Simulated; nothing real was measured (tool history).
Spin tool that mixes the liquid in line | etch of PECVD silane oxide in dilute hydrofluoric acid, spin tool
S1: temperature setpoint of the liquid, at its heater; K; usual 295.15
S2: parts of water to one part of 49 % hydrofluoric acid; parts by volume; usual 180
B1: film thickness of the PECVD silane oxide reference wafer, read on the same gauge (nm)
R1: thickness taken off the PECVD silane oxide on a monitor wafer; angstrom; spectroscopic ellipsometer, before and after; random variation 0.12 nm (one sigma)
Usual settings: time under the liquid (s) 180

Run 1, day 0.000: usual settings; B1 84.61. Result: R1 183.7 angstrom.
Run 2, day 2.312: usual settings; B1 84.65. Result: R1 183.9 angstrom.
Run 3, day 3.371: usual settings but S1 293.65 K, time under the liquid (s) 140; B1 84.67. Result: R1 135.9 angstrom.
Run 4, day 5.129: usual settings but time under the liquid (s) 120; B1 84.71. Result: R1 123.4 angstrom.
Run 5, day 6.958: usual settings but time under the liquid (s) 120; B1 84.71. Result: R1 122.0 angstrom.
Run 6, day 9.308: usual settings; B1 84.73. Result: R1 185.2 angstrom.
Run 7, day 11.962: usual settings but S1 294.15 K; B1 84.84. Result: R1 178.6 angstrom.
Run 8, day 14.279: usual settings but S1 294.15 K; B1 84.85. Result: R1 179.3 angstrom.
Run 9, day 16.812: usual settings but time under the liquid (s) 215; B1 84.85. Result: R1 226.1 angstrom.
Run 10, day 18.767: usual settings but time under the liquid (s) 215; B1 84.85. Result: R1 221.8 angstrom.
Run 11, day 26.933: usual settings; B1 85.00. Result: R1 185.8 angstrom.
Run 12, day 29.633: usual settings; B1 85.02. Result: R1 185.4 angstrom.
At day 34.350: gauge calibrated.
At day 34.446: thermometer replaced.
Run 13, day 36.929: usual settings; B1 80.70. Result: R1 176.9 angstrom.
Run 14, day 38.262: usual settings; B1 80.90. Result: R1 175.9 angstrom.
Run 15, day 39.804: usual settings; B1 81.18. Result: R1 178.8 angstrom.
Run 16, day 42.342: usual settings but S1 293.65 K, S2 220 parts by volume; B1 81.55. Result: R1 132.8 angstrom.
Run 17, day 48.296: usual settings but S1 291.15 K, S2 245 parts by volume, time under the liquid (s) 265; B1 82.41. Result: R1 159.5 angstrom.
Run 18, day 52.362: usual settings but S2 140 parts by volume; B1 82.89. Result: R1 244.1 angstrom.
At day 53.375: hydrofluoric acid flow meter replaced.
Run 19, day 54.321: usual settings; B1 83.07. Result: R1 181.0 angstrom.
Run 20, day 56.254: usual settings; B1 83.23. Result: R1 182.0 angstrom.
Run 21, day 57.946: usual settings but S1 298.65 K, S2 230 parts by volume, time under the liquid (s) 260; B1 83.45. Result: R1 222.2 angstrom.
Run 22, day 60.592: usual settings but S1 297.15 K, S2 255 parts by volume, time under the liquid (s) 135; B1 83.61. Result: R1 96.1 angstrom.
Run 23, day 63.188: usual settings; B1 83.88. Result: R1 183.6 angstrom.
Run 24, day 68.112: usual settings but S1 299.15 K, S2 265 parts by volume, time under the liquid (s) 80; B1 84.24. Result: R1 58.9 angstrom.
Run 25, day 69.396: usual settings but S1 298.15 K, S2 205 parts by volume, time under the liquid (s) 135; B1 84.24. Result: R1 133.9 angstrom.
Run 26, day 72.167: usual settings but time under the liquid (s) 95; B1 84.46. Result: R1 97.0 angstrom.
Run 27, day 74.475: usual settings; B1 84.58. Result: R1 183.6 angstrom.
Run 28, day 75.646: usual settings but S1 298.65 K, S2 235 parts by volume, time under the liquid (s) 240; B1 84.63. Result: R1 203.9 angstrom.
Run 29, day 76.758: usual settings but time under the liquid (s) 110; B1 84.63. Result: R1 112.9 angstrom.
Run 30, day 78.108: usual settings but S1 292.65 K; B1 84.70. Result: R1 169.5 angstrom.
Run 31, day 80.208: usual settings but S1 298.15 K, S2 95 parts by volume; B1 84.84. Result: R1 440.6 angstrom.
Run 32, day 82.079: usual settings but S1 293.15 K, S2 105 parts by volume, time under the liquid (s) 270; B1 84.88. Result: R1 473.4 angstrom.
Run 33, day 84.433: usual settings; B1 85.00. Result: R1 187.5 angstrom.
Run 34, day 86.454: usual settings but S1 297.15 K, S2 205 parts by volume, time under the liquid (s) 80; B1 85.04. Result: R1 77.0 angstrom.

3 ways to go on from here, each from the tool as it stands after run 34. What would each give?
Run A, day 86.475: usual settings but time under the liquid (s) 100; B1 ?. Result: R1 ?.
Run B, day 86.475: usual settings but time under the liquid (s) 145; B1 ?. Result: R1 ?.
Run C, day 86.475: usual settings but S1 293.65 K, S2 235 parts by volume; B1 ?. Result: R1 ?.

run     B1     R1
  A  85.04  103.1
  B  85.04  149.5
  C  85.04  127.1
Without the tool's hidden state the same runs would have given:
run     R1
  A   97.0
  B  140.7
  C  119.6
